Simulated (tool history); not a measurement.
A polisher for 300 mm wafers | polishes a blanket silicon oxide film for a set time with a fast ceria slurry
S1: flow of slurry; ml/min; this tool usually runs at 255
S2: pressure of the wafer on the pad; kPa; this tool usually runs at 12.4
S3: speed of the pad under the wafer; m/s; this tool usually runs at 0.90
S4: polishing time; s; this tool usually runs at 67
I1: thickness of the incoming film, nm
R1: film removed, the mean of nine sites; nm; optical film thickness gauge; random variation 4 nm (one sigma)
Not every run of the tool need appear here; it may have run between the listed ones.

run    hour   S1    S2    S3  S4      I1     R1
  1     0.0  255  12.4  0.90  78  1777.2  632.1
  2    81.8  255  12.4  0.90  78  1817.7  624.7
      109.8  -- worn pad replaced by a new one
      110.0  -- head pressure recalibrated
  3   179.1  255  12.4  0.90  67  1776.2  564.7
  4   252.6  255  12.4  0.90  67  1791.2  567.8
      257.4  -- slurry nozzle cleaned
  5   455.0  255  12.4  0.90  67  1771.7  573.8
      500.1  -- worn pad replaced by a new one
  6   555.6  255  10.3  0.90  67  1767.2  474.9
  7   641.0  255  12.4  0.90  67  1818.0  569.4
  8   746.0  255  12.4  0.90  67  1798.3  546.0
  9   832.2  255  12.4  0.90  67  1769.1  540.4
      865.8  -- slurry nozzle cleaned
      878.8  -- worn pad replaced by a new one
 10   888.0  255  12.4  0.90  67  1767.6  560.9
 11   941.9  255  12.4  0.90  67  1790.1  548.4
 12   981.5  225   9.0  0.90  87  1767.4  501.1
 13  1037.1  255  12.4  0.90  89  1811.7  713.5
     1061.9  -- head pressure recalibrated
 14  1129.0  255  12.4  0.90  89  1822.0  763.5
 15  1216.0  255  15.2  0.90  76  1791.9  798.8
 16  1304.7  255  12.4  0.90  85  1809.7  710.3
     1361.6  -- worn pad replaced by a new one
     1414.9  -- slurry nozzle cleaned
 17  1540.4  210   9.0  0.70  67  1796.7  330.5
 18  1759.2  255  12.4  0.90  85  1796.1  692.9
     1801.1  -- worn pad replaced by a new one
 19  1859.0  255  12.4  0.90  67  1763.8  541.3
 20  1938.9  255  12.4  0.68  60  1758.2  375.5

Run 21 comes next. What will it give?
     1959.2  -- slurry nozzle cleaned
 21  1975.0  340  15.9  1.14  85  1769.6   ?

{"run 21": {"R1": 1108.9}}
If the tool had no hidden condition, the same run with the same run-to-run variation would have returned R1 1208.4 nm.

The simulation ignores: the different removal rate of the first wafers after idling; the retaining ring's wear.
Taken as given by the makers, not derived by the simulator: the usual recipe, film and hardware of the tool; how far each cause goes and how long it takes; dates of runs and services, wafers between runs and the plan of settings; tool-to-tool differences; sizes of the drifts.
